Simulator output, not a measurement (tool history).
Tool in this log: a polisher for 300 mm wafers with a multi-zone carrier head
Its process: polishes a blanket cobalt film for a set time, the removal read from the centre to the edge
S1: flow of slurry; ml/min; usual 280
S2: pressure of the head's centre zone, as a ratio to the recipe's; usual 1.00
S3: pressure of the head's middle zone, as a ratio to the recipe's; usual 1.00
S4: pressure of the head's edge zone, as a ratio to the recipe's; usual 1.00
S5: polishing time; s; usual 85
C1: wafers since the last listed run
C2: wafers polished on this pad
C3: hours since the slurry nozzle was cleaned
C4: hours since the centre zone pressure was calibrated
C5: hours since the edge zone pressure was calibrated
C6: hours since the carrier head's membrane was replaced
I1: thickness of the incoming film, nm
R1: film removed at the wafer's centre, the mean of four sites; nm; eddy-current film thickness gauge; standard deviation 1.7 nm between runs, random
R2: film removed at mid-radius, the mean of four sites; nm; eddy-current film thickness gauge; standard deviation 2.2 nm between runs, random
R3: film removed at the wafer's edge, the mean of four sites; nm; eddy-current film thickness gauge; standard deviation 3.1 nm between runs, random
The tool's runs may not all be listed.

Run 1, hour 0.0: usual settings but S2 0.91; C1 0; C2 908; C3 97.0; C4 155.2; C5 680.9; C6 345.6; I1 897.3. Result: R1 252.3 nm, R2 276.1 nm, R3 276.0 nm.
Run 2, hour 137.7: usual settings but S2 0.89, S4 1.03; C1 812; C2 1721; C3 234.7; C4 292.9; C5 818.6; C6 483.3; I1 904.6. Result: R1 242.8 nm, R2 277.0 nm, R3 274.7 nm.
Run 3, hour 174.7: usual settings; C1 218; C2 1939; C3 271.7; C4 329.9; C5 855.6; C6 520.3; I1 895.2. Result: R1 266.6 nm, R2 277.7 nm, R3 272.2 nm.
At hour 185.1: carrier head's membrane replaced by a new one.
Run 4, hour 225.7: usual settings but S2 1.03; C1 271; C2 2210; C3 322.7; C4 380.9; C5 906.6; C6 40.6; I1 904.4. Result: R1 273.1 nm, R2 275.3 nm, R3 266.2 nm.
Run 5, hour 272.7: usual settings but S1 205 ml/min, S2 1.08; C1 277; C2 2487; C3 369.7; C4 427.9; C5 953.6; C6 87.6; I1 882.4. Result: R1 270.1 nm, R2 264.6 nm, R3 265.1 nm.
At hour 296.2: worn pad replaced by a new one.
Run 6, hour 297.0: usual settings; C1 119; C2 4; C3 394.0; C4 452.2; C5 977.9; C6 111.9; I1 891.2. Result: R1 267.1 nm, R2 271.8 nm, R3 275.8 nm.
Run 7, hour 329.1: usual settings; C1 189; C2 194; C3 426.1; C4 484.3; C5 1010.0; C6 144.0; I1 901.4. Result: R1 262.6 nm, R2 274.6 nm, R3 272.8 nm.
Run 8, hour 379.5: usual settings but S1 210 ml/min; C1 297; C2 491; C3 476.5; C4 534.7; C5 1060.4; C6 194.4; I1 902.8. Result: R1 253.8 nm, R2 267.8 nm, R3 259.5 nm.
Run 9, hour 425.8: usual settings but S3 1.08; C1 273; C2 764; C3 522.8; C4 581.0; C5 1106.7; C6 240.7; I1 910.6. Result: R1 263.4 nm, R2 296.4 nm, R3 275.6 nm.
Run 10, hour 490.2: usual settings; C1 379; C2 1144; C3 587.2; C4 645.4; C5 1171.1; C6 305.1; I1 914.9. Result: R1 261.7 nm, R2 274.7 nm, R3 272.0 nm.
At hour 519.9: edge zone pressure recalibrated.
Run 11, hour 520.8: usual settings but S2 1.07; C1 168; C2 1313; C3 617.8; C4 676.0; C5 0.9; C6 335.7; I1 902.0. Result: R1 274.4 nm, R2 278.1 nm, R3 275.7 nm.
Run 12, hour 569.3: usual settings but S1 310 ml/min, S2 1.08, S4 1.11, S5 100 s; C1 286; C2 1599; C3 666.3; C4 724.5; C5 49.4; C6 384.2; I1 910.1. Result: R1 330.9 nm, R2 326.4 nm, R3 342.4 nm.
Run 13, hour 638.7: usual settings; C1 409; C2 2008; C3 735.7; C4 793.9; C5 118.8; C6 453.6; I1 889.2. Result: R1 261.0 nm, R2 277.3 nm, R3 270.3 nm.
Run 14, hour 726.9: usual settings but S2 0.93, S3 1.10; C1 520; C2 2528; C3 823.9; C4 882.1; C5 207.0; C6 541.8; I1 908.1. Result: R1 246.5 nm, R2 298.3 nm, R3 278.4 nm.
At hour 738.7: slurry nozzle cleaned.
At hour 762.1: worn pad replaced by a new one.
Run 15, hour 766.6: usual settings but S2 1.07, S3 1.04, S5 64 s; C1 204; C2 26; C3 27.9; C4 921.8; C5 246.7; C6 581.5; I1 916.5. Result: R1 207.1 nm, R2 215.4 nm, R3 203.3 nm.
At hour 787.1: carrier head's membrane replaced by a new one.
Run 16, hour 798.2: usual settings but S1 340 ml/min, S5 114 s; C1 156; C2 183; C3 59.5; C4 953.4; C5 278.3; C6 11.1; I1 898.1. Result: R1 355.3 nm, R2 378.3 nm, R3 365.4 nm.
Run 17, hour 824.6: usual settings but S3 0.91, S5 111 s; C1 155; C2 339; C3 85.9; C4 979.8; C5 304.7; C6 37.5; I1 894.6. Result: R1 340.0 nm, R2 335.3 nm, R3 360.5 nm.
Run 18, hour 895.7: usual settings; C1 419; C2 758; C3 157.0; C4 1050.9; C5 375.8; C6 108.6; I1 890.6. Result: R1 263.2 nm, R2 277.1 nm, R3 271.1 nm.
Run 19, hour 929.2: usual settings but S1 230 ml/min; C1 197; C2 956; C3 190.5; C4 1084.4; C5 409.3; C6 142.1; I1 888.7. Result: R1 254.8 nm, R2 272.9 nm, R3 263.2 nm.
Run 20, hour 999.1: usual settings; C1 412; C2 1368; C3 260.4; C4 1154.3; C5 479.2; C6 212.0; I1 902.9. Result: R1 260.4 nm, R2 274.3 nm, R3 269.3 nm.
Run 21, hour 1035.6: usual settings but S3 1.08; C1 215; C2 1583; C3 296.9; C4 1190.8; C5 515.7; C6 248.5; I1 892.1. Result: R1 260.4 nm, R2 292.8 nm, R3 271.1 nm.
Run 22, hour 1098.2: usual settings but S3 0.92, S4 0.89; C1 369; C2 1953; C3 359.5; C4 1253.4; C5 578.3; C6 311.1; I1 884.4. Result: R1 256.5 nm, R2 259.4 nm, R3 259.8 nm.

Consider 4 possible next runs. They are alternatives, not a sequence: every one starts from the tool as it was left by run 22. What does each give?
Run A, hour 1098.6: usual settings; C1 2; C2 1955; C3 359.9; C4 1253.8; C5 578.7; C6 311.5; I1 887.3. Result: R1 ?, R2 ?, R3 ?.
Run B, hour 1098.6: usual settings but S2 0.93, S4 0.89; C1 2; C2 1955; C3 359.9; C4 1253.8; C5 578.7; C6 311.5; I1 887.3. Result: R1 ?, R2 ?, R3 ?.
Run C, hour 1098.6: usual settings but S4 0.89; C1 2; C2 1955; C3 359.9; C4 1253.8; C5 578.7; C6 311.5; I1 887.3. Result: R1 ?, R2 ?, R3 ?.
Run D, hour 1098.6: usual settings but S1 230 ml/min, S2 1.06, S5 96 s; C1 2; C2 1955; C3 359.9; C4 1253.8; C5 578.7; C6 311.5; I1 887.3. Result: R1 ?, R2 ?, R3 ?.

run     R1     R2     R3
  A  259.3  278.8  271.5
  B  244.2  278.9  257.9
  C  259.3  278.8  257.9
  D  299.5  307.5  301.3
Had the tool no hidden state, the same runs would have come out as:
run     R1     R2     R3
  A  274.4  278.7  271.5
  B  258.6  278.8  257.9
  C  274.4  278.7  257.9
  D  316.9  307.4  301.3

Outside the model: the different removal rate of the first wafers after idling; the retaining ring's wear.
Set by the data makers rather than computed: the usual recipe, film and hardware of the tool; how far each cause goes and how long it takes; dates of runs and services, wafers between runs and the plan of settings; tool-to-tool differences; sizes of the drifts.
